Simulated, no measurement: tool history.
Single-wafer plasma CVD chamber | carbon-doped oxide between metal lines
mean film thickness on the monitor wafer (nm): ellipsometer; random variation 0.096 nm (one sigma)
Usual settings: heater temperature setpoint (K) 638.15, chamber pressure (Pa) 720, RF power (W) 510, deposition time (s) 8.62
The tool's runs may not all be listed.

run    hour  heater temperature setpoint (K)  chamber pressure (Pa)  RF power (W)  deposition time (s)  wafers since the last listed run  hours since the last thermocouple change  hours since the last RF generator calibration  hours since the last manometer calibration  hours since the showerhead was replaced  hours since the gauge calibration  read-back reference wafer on the same gauge, thickness_nm  mean film thickness on the monitor wafer (nm)
  1       0                           638.15                    635           510                 8.62                                 0                                    1860.3                                         1374.2                                      1572.9                                   4595.6                              880.9                                                     48.993                                         39.884
  2    90.8                           638.15                    720           510                 8.62                              3029                                    1951.1                                           1465                                      1663.7                                   4686.4                              971.7                                                     49.006                                         40.559
  3   161.9                           638.15                    720           510                 8.62                              2371                                    2022.2                                         1536.1                                      1734.8                                   4757.5                             1042.8                                                     49.029                                          40.52
  4   192.5                           638.15                    720           510                 8.62                              1020                                    2052.8                                         1566.7                                      1765.4                                   4788.1                             1073.4                                                     49.006                                         40.415
  5   226.6                           638.15                    720           560                 8.62                              1137                                    2086.9                                         1600.8                                      1799.5                                   4822.2                             1107.5                                                     48.997                                         42.518
      321.9  -- RF generator calibrated
      357.5  -- showerhead replaced
      363.3  -- thermocouple changed; heater temperature recalibrated
      405.3  -- gauge calibrated
  6   434.3                           638.15                    720           510                 8.62                              6201                                        71                                          112.4                                      2007.2                                     76.8                                 29                                                     49.001                                         41.186
  7   460.6                           638.15                    720           510                 8.62                               877                                      97.3                                          138.7                                      2033.5                                    103.1                               55.3                                                     48.998                                         41.332
  8   522.8                           638.15                    720           510                 8.62                              2074                                     159.5                                          200.9                                      2095.7                                    165.3                              117.5                                                     48.991                                         41.129
  9   578.8                           638.15                    720           510                 8.62                              1868                                     215.5                                          256.9                                      2151.7                                    221.3                              173.5                                                     49.018                                         41.143
 10   608.2                           638.15                    720           510                 7.85                               980                                     244.9                                          286.3                                      2181.1                                    250.7                              202.9                                                     49.019                                          37.65
      642.3  -- capacitance manometer re-zeroed and calibrated
 11   678.6                           638.15                    720           510                 7.85                              2081                                     315.3                                          356.7                                        36.3                                    321.1                              273.3                                                     48.984                                         37.084
 12   708.8                           638.15                    624           510                 8.62                              1007                                     345.5                                          386.9                                        66.5                                    351.3                              303.5                                                     49.003                                         39.935
 13     733                           638.15                    720           415                 8.62                               807                                     369.7                                          411.1                                        90.7                                    375.5                              327.7                                                     49.005                                         35.936
 14   793.4                           645.15                    720           605                 8.62                              2014                                     430.1                                          471.5                                       151.1                                    435.9                              388.1                                                     49.001                                         43.942
 15   824.9                           638.15                    720           510                 9.54                              1050                                     461.6                                            503                                       182.6                                    467.4                              419.6                                                      49.01                                         44.998
 16   860.7                           638.15                    615           600                 8.62                              1194                                     497.4                                          538.8                                       218.4                                    503.2                              455.4                                                     49.017                                         43.642
 17   901.8                           638.15                    655           445                 8.62                              1371                                     538.5                                          579.9                                       259.5                                    544.3                              496.5                                                     48.989                                         37.307
 18     936                           638.15                    720           510                 8.62                              1140                                     572.7                                          614.1                                       293.7                                    578.5                              530.7                                                     48.976                                         40.705
 19   962.5                           638.15                    793           510                 8.62                               884                                     599.2                                          640.6                                       320.2                                      605                              557.2                                                     48.988                                         41.176
 20    1026                           638.15                    720           510                 8.62                              2118                                     662.7                                          704.1                                       383.7                                    668.5                              620.7                                                     49.006                                         40.705
 21  1055.3                           638.15                    897           450                 7.54                               977                                       692                                          733.4                                         413                                    697.8                                650                                                     48.992                                         33.939
 22    1123                           638.15                    720           555                    8                              2258                                     759.7                                          801.1                                       480.7                                    765.5                              717.7                                                     49.002                                         39.384
 23  1169.2                           638.15                    720           510                 9.06                              1541                                     805.9                                          847.3                                       526.9                                    811.7                              763.9                                                     48.993                                         42.596
 24  1219.8                           631.15                    720           560                 8.62                              1688                                     856.5                                          897.9                                       577.5                                    862.3                              814.5                                                     49.002                                         43.516
 25  1286.9                           638.15                    720           555                 9.34                              2238                                     923.6                                            965                                       644.6                                    929.4                              881.6                                                     48.998                                         45.987

Run 26 comes next. What will it give?
 26  1330                           638.15                    720           510                 7.85                              1437                                     966.7                                         1008.1                                       687.7                                    972.5                              924.7                                                          ?                                              ?

read-back reference wafer on the same gauge, thickness_nm: 48.997
mean film thickness on the monitor wafer (nm): 36.944
Without the tool's hidden state the same run would have given mean film thickness on the monitor wafer (nm) 37.168.
